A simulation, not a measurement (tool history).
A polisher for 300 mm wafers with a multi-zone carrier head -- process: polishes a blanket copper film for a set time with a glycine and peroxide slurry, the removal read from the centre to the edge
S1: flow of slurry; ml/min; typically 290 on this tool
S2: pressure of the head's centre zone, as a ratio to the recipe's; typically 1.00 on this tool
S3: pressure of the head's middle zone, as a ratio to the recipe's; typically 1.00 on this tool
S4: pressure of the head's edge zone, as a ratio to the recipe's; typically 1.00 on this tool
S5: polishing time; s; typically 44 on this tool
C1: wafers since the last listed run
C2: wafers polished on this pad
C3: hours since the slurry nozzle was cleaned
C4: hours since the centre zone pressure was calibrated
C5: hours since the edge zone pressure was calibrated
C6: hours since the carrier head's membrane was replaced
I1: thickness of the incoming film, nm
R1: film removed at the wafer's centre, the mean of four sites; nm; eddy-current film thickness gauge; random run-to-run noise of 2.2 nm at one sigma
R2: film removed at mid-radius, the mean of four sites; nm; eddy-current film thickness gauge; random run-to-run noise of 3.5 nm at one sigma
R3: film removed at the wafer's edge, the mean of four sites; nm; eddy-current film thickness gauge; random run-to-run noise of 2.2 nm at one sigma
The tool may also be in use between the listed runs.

{"run": 1, "hour": 0.0, "S1": 365, "S2": 1.0, "S3": 1.0, "S4": 0.97, "S5": 44, "C1": 0, "C2": 2600, "C3": 26.4, "C4": 231.4, "C5": 677.1, "C6": 220.3, "I1": 986.9, "R1": 259.3, "R2": 267.4, "R3": 268.3}
{"run": 2, "hour": 80.1, "S1": 365, "S2": 1.0, "S3": 1.0, "S4": 0.97, "S5": 44, "C1": 864, "C2": 3465, "C3": 106.5, "C4": 311.5, "C5": 757.2, "C6": 300.4, "I1": 1002.6, "R1": 253.6, "R2": 253.9, "R3": 265.2}
{"hour": 163.1, "done": "worn pad replaced by a new one"}
{"run": 3, "hour": 171.8, "S1": 365, "S2": 1.0, "S3": 1.0, "S4": 0.97, "S5": 44, "C1": 946, "C2": 93, "C3": 198.2, "C4": 403.2, "C5": 848.9, "C6": 392.1, "I1": 1003.5, "R1": 240.1, "R2": 256.3, "R3": 261.3}
{"hour": 187.3, "done": "centre zone pressure recalibrated"}
{"hour": 266.3, "done": "edge zone pressure recalibrated"}
{"run": 4, "hour": 274.7, "S1": 290, "S2": 0.95, "S3": 1.0, "S4": 1.0, "S5": 44, "C1": 1067, "C2": 1161, "C3": 301.1, "C4": 87.4, "C5": 8.4, "C6": 495.0, "I1": 1005.9, "R1": 242.2, "R2": 245.3, "R3": 264.6}
{"run": 5, "hour": 364.7, "S1": 290, "S2": 0.95, "S3": 1.0, "S4": 1.0, "S5": 44, "C1": 971, "C2": 2132, "C3": 391.1, "C4": 177.4, "C5": 98.4, "C6": 585.0, "I1": 1002.9, "R1": 240.7, "R2": 241.8, "R3": 261.7}
{"hour": 393.1, "done": "slurry nozzle cleaned"}
{"run": 6, "hour": 464.2, "S1": 290, "S2": 0.95, "S3": 1.0, "S4": 1.0, "S5": 44, "C1": 1063, "C2": 3196, "C3": 71.1, "C4": 276.9, "C5": 197.9, "C6": 684.5, "I1": 1020.4, "R1": 233.5, "R2": 253.9, "R3": 264.4}
{"run": 7, "hour": 530.5, "S1": 290, "S2": 1.0, "S3": 1.0, "S4": 1.0, "S5": 44, "C1": 715, "C2": 3911, "C3": 137.4, "C4": 343.2, "C5": 264.2, "C6": 750.8, "I1": 996.2, "R1": 238.9, "R2": 246.9, "R3": 260.4}
{"hour": 563.3, "done": "worn pad replaced by a new one"}
{"run": 8, "hour": 597.3, "S1": 290, "S2": 1.0, "S3": 1.0, "S4": 1.0, "S5": 44, "C1": 677, "C2": 367, "C3": 204.2, "C4": 410.0, "C5": 331.0, "C6": 817.6, "I1": 1017.0, "R1": 227.4, "R2": 250.3, "R3": 265.1}
{"hour": 639.0, "done": "centre zone pressure recalibrated"}
{"run": 9, "hour": 664.3, "S1": 290, "S2": 1.0, "S3": 1.0, "S4": 1.0, "S5": 44, "C1": 701, "C2": 1069, "C3": 271.2, "C4": 25.3, "C5": 398.0, "C6": 884.6, "I1": 1008.4, "R1": 254.4, "R2": 243.3, "R3": 264.4}
{"run": 10, "hour": 750.6, "S1": 290, "S2": 1.0, "S3": 1.0, "S4": 1.0, "S5": 44, "C1": 931, "C2": 2000, "C3": 357.5, "C4": 111.6, "C5": 484.3, "C6": 970.9, "I1": 1012.0, "R1": 249.0, "R2": 245.4, "R3": 261.6}
{"run": 11, "hour": 798.2, "S1": 315, "S2": 1.0, "S3": 1.0, "S4": 1.06, "S5": 44, "C1": 513, "C2": 2514, "C3": 405.1, "C4": 159.2, "C5": 531.9, "C6": 1018.5, "I1": 990.5, "R1": 248.8, "R2": 247.0, "R3": 270.3}
{"run": 12, "hour": 867.9, "S1": 290, "S2": 1.04, "S3": 1.0, "S4": 0.95, "S5": 44, "C1": 752, "C2": 3267, "C3": 474.8, "C4": 228.9, "C5": 601.6, "C6": 1088.2, "I1": 1001.0, "R1": 247.3, "R2": 244.1, "R3": 253.0}
{"hour": 901.0, "done": "slurry nozzle cleaned"}
{"run": 13, "hour": 973.4, "S1": 365, "S2": 1.0, "S3": 1.0, "S4": 0.97, "S5": 44, "C1": 1128, "C2": 4395, "C3": 72.4, "C4": 334.4, "C5": 707.1, "C6": 1193.7, "I1": 1006.2, "R1": 244.0, "R2": 258.2, "R3": 268.7}
{"hour": 981.6, "done": "worn pad replaced by a new one"}
{"hour": 1037.8, "done": "centre zone pressure recalibrated"}
{"hour": 1250.6, "done": "edge zone pressure recalibrated"}
{"run": 14, "hour": 1258.5, "S1": 290, "S2": 1.0, "S3": 1.0, "S4": 1.0, "S5": 44, "C1": 2991, "C2": 2945, "C3": 357.5, "C4": 220.7, "C5": 7.9, "C6": 1478.8, "I1": 988.2, "R1": 250.1, "R2": 248.3, "R3": 257.8}
{"run": 15, "hour": 1299.5, "S1": 290, "S2": 1.0, "S3": 1.0, "S4": 0.91, "S5": 44, "C1": 442, "C2": 3388, "C3": 398.5, "C4": 261.7, "C5": 48.9, "C6": 1519.8, "I1": 1017.2, "R1": 242.4, "R2": 246.6, "R3": 250.1}
{"hour": 1376.7, "done": "worn pad replaced by a new one"}
{"run": 16, "hour": 1379.6, "S1": 290, "S2": 1.06, "S3": 0.91, "S4": 0.96, "S5": 44, "C1": 821, "C2": 31, "C3": 478.6, "C4": 341.8, "C5": 129.0, "C6": 1599.9, "I1": 994.1, "R1": 250.1, "R2": 220.4, "R3": 253.9}
{"hour": 1414.4, "done": "carrier head's membrane replaced by a new one"}
{"hour": 1430.5, "done": "slurry nozzle cleaned"}
{"hour": 1461.1, "done": "centre zone pressure recalibrated"}
{"run": 17, "hour": 1483.3, "S1": 290, "S2": 1.08, "S3": 1.0, "S4": 1.0, "S5": 53, "C1": 1033, "C2": 1064, "C3": 52.8, "C4": 22.2, "C5": 232.7, "C6": 68.9, "I1": 1011.5, "R1": 337.2, "R2": 297.8, "R3": 316.0}
{"run": 18, "hour": 1561.9, "S1": 290, "S2": 1.0, "S3": 1.0, "S4": 1.0, "S5": 44, "C1": 848, "C2": 1913, "C3": 131.4, "C4": 100.8, "C5": 311.3, "C6": 147.5, "I1": 992.3, "R1": 257.1, "R2": 252.3, "R3": 264.0}
{"run": 19, "hour": 1662.1, "S1": 240, "S2": 1.0, "S3": 1.05, "S4": 1.04, "S5": 49, "C1": 1081, "C2": 2995, "C3": 231.6, "C4": 201.0, "C5": 411.5, "C6": 247.7, "I1": 987.2, "R1": 265.7, "R2": 269.9, "R3": 293.6}
{"hour": 1728.3, "done": "worn pad replaced by a new one"}
{"run": 20, "hour": 1766.4, "S1": 290, "S2": 1.0, "S3": 1.0, "S4": 1.0, "S5": 44, "C1": 1082, "C2": 410, "C3": 335.9, "C4": 305.3, "C5": 515.8, "C6": 352.0, "I1": 1020.8, "R1": 239.9, "R2": 248.7, "R3": 258.7}
{"hour": 1831.9, "done": "slurry nozzle cleaned"}
{"hour": 1853.0, "done": "centre zone pressure recalibrated"}
{"run": 21, "hour": 1867.9, "S1": 290, "S2": 1.0, "S3": 0.94, "S4": 0.96, "S5": 50, "C1": 1063, "C2": 1474, "C3": 36.0, "C4": 14.9, "C5": 617.3, "C6": 453.5, "I1": 1001.7, "R1": 297.5, "R2": 272.5, "R3": 295.3}

3 ways to go on from here, each from the tool as it stands after run 21. What would each give?
{"run": "A", "hour": 1868.3, "S1": 290, "S2": 1.0, "S3": 1.0, "S4": 1.0, "S5": 44, "C1": 4, "C2": 1478, "C3": 36.4, "C4": 15.3, "C5": 617.7, "C6": 453.9, "I1": 1000.3, "R1": "?", "R2": "?", "R3": "?"}
{"run": "B", "hour": 1868.3, "S1": 195, "S2": 1.05, "S3": 1.07, "S4": 1.07, "S5": 44, "C1": 4, "C2": 1478, "C3": 36.4, "C4": 15.3, "C5": 617.7, "C6": 453.9, "I1": 1000.3, "R1": "?", "R2": "?", "R3": "?"}
{"run": "C", "hour": 1868.3, "S1": 240, "S2": 1.0, "S3": 1.0, "S4": 1.0, "S5": 44, "C1": 4, "C2": 1478, "C3": 36.4, "C4": 15.3, "C5": 617.7, "C6": 453.9, "I1": 1000.3, "R1": "?", "R2": "?", "R3": "?"}

run=A R1=267.1 R2=252.7 R3=263.3
run=B R1=263.2 R2=252.6 R3=260.4
run=C R1=260.1 R2=246.7 R3=258.5
What these runs would have given with no unlogged condition in the tool:
run=A R1=264.8 R2=253.4 R3=263.8
run=B R1=261.4 R2=253.6 R3=261.2
run=C R1=258.0 R2=247.5 R3=259.1
